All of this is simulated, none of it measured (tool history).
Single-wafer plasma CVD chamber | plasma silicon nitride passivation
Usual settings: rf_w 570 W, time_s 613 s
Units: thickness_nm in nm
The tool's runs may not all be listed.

run    hour  rf_w  time_s  wafers since the last listed run  hours since the last RF generator calibration  hours since the showerhead was replaced  hours since the gauge calibration  read-back reference wafer on the same gauge, thickness_nm  thickness_nm
  1     0.0   570     613                                 0                                          136.4                                   2312.9                             1577.2                                                   1140.702      1004.687
  2    38.7   570     562                               118                                          175.1                                   2351.6                             1615.9                                                   1141.515       921.667
  3    78.3   570     562                               121                                          214.7                                   2391.2                             1655.5                                                   1140.748       920.042
  4   170.2   570     562                               281                                          306.6                                   2483.1                             1747.4                                                   1140.122       918.997
  5   257.0   570     613                               265                                          393.4                                   2569.9                             1834.2                                                   1140.277      1002.064
  6   350.3   570     613                               285                                          486.7                                   2663.2                             1927.5                                                   1139.611       996.954
  7   390.0   570     613                               121                                          526.4                                   2702.9                             1967.2                                                   1139.828       999.351
  8   455.4   570     613                               200                                          591.8                                   2768.3                             2032.6                                                   1139.852       998.675
  9   508.0   570     673                               160                                          644.4                                   2820.9                             2085.2                                                   1141.246      1093.637
 10   603.5   570     613                               292                                          739.9                                   2916.4                             2180.7                                                   1139.642       998.204
 11   687.0   570     695                               255                                          823.4                                   2999.9                             2264.2                                                   1139.537      1133.195
 12   775.2   570     695                               269                                          911.6                                   3088.1                             2352.4                                                   1139.463      1130.005
 13   872.3   570     545                               297                                         1008.7                                   3185.2                             2449.5                                                   1139.650       886.874
 14   938.9   570     545                               203                                         1075.3                                   3251.8                             2516.1                                                   1140.661       886.172
      956.5  -- RF generator calibrated
 15  1027.4   570     613                               246                                           70.9                                   3340.3                             2604.6                                                   1140.508      1008.742
 16  1130.8   570     567                               316                                          174.3                                   3443.7                             2708.0                                                   1139.743       927.927
 17  1178.4   570     567                               145                                          221.9                                   3491.3                             2755.6                                                   1138.716       928.626
 18  1278.0   570     567                               304                                          321.5                                   3590.9                             2855.2                                                   1141.149       928.722
     1360.3  -- showerhead replaced
 19  1375.8   500     613                               274                                          419.3                                     15.5                             2953.0                                                   1139.698       933.396
 20  1463.7   500     613                               268                                          507.2                                    103.4                             3040.9                                                   1141.034       933.760
 21  1511.2   500     613                               145                                          554.7                                    150.9                             3088.4                                                   1140.397       935.217
 22  1644.2   570     613                               406                                          687.7                                    283.9                             3221.4                                                   1141.664      1002.984
 23  1692.4   500     517                               147                                          735.9                                    332.1                             3269.6                                                   1141.005       787.990
 24  1772.3   570     613                               244                                          815.8                                    412.0                             3349.5                                                   1140.006      1002.313
     1823.2  -- gauge calibrated
 25  1876.9   570     613                               319                                          920.4                                    516.6                               53.7                                                   1139.890       994.387
 26  1968.8   530     699                               281                                         1012.3                                    608.5                              145.6                                                   1139.569      1094.294
 27  2064.3   615     728                               292                                         1107.8                                    704.0                              241.1                                                   1139.206      1234.100
 28  2106.4   515     613                               128                                         1149.9                                    746.1                              283.2                                                   1138.872       946.519
     2123.1  -- RF generator calibrated
 29  2154.8   535     613                               123                                           31.7                                    794.5                              331.6                                                   1138.510       975.262
 30  2200.3   605     712                               139                                           77.2                                    840.0                              377.1                                                   1141.135      1199.596
 31  2276.5   490     510                               233                                          153.4                                    916.2                              453.3                                                   1140.721       770.650
 32  2366.3   570     613                               274                                          243.2                                   1006.0                              543.1                                                   1140.367      1004.043
 33  2466.8   570     613                               307                                          343.7                                   1106.5                              643.6                                                   1139.123       999.651
 34  2522.5   640     723                               170                                          399.4                                   1162.2                              699.3                                                   1139.659      1245.563
 35  2610.7   630     613                               269                                          487.6                                   1250.4                              787.5                                                   1140.490      1046.746
 36  2689.8   665     694                               241                                          566.7                                   1329.5                              866.6                                                   1140.795      1215.671
 37  2747.0   570     613                               174                                          623.9                                   1386.7                              923.8                                                   1139.785       997.365
 38  2791.9   525     540                               137                                          668.8                                   1431.6                              968.7                                                   1138.872       839.471
 39  2854.4   570     547                               191                                          731.3                                   1494.1                             1031.2                                                   1139.766       888.626
 40  2902.3   540     730                               146                                          779.2                                   1542.0                             1079.1                                                   1140.544      1154.303
 41  3013.5   640     730                               340                                          890.4                                   1653.2                             1190.3                                                   1141.085      1253.032
     3037.7  -- RF generator calibrated
 42  3108.9   570     503                               267                                           71.2                                   1748.6                             1285.7                                                   1140.316       826.208
 43  3175.6   605     613                               204                                          137.9                                   1815.3                             1352.4                                                   1139.342      1031.754
 44  3233.8   540     685                               178                                          196.1                                   1873.5                             1410.6                                                   1139.976      1091.315

3 ways to go on from here, each from the tool as it stands after run 44. What would each give?
  A  3234.4   570     687                                 1                                          196.7                                   1874.1                             1411.2                                                          ?             ?
  B  3234.4   570     501                                 1                                          196.7                                   1874.1                             1411.2                                                          ?             ?
  C  3234.4   655     499                                 1                                          196.7                                   1874.1                             1411.2                                                          ?             ?

run  read-back reference wafer on the same gauge, thickness_nm  thickness_nm
  A                                                   1140.420      1122.903
  B                                                   1140.420       818.886
  C                                                   1140.420       871.434
Without the tool's hidden state the same runs would have given:
run  thickness_nm
  A      1127.941
  B       822.559
  C       875.343

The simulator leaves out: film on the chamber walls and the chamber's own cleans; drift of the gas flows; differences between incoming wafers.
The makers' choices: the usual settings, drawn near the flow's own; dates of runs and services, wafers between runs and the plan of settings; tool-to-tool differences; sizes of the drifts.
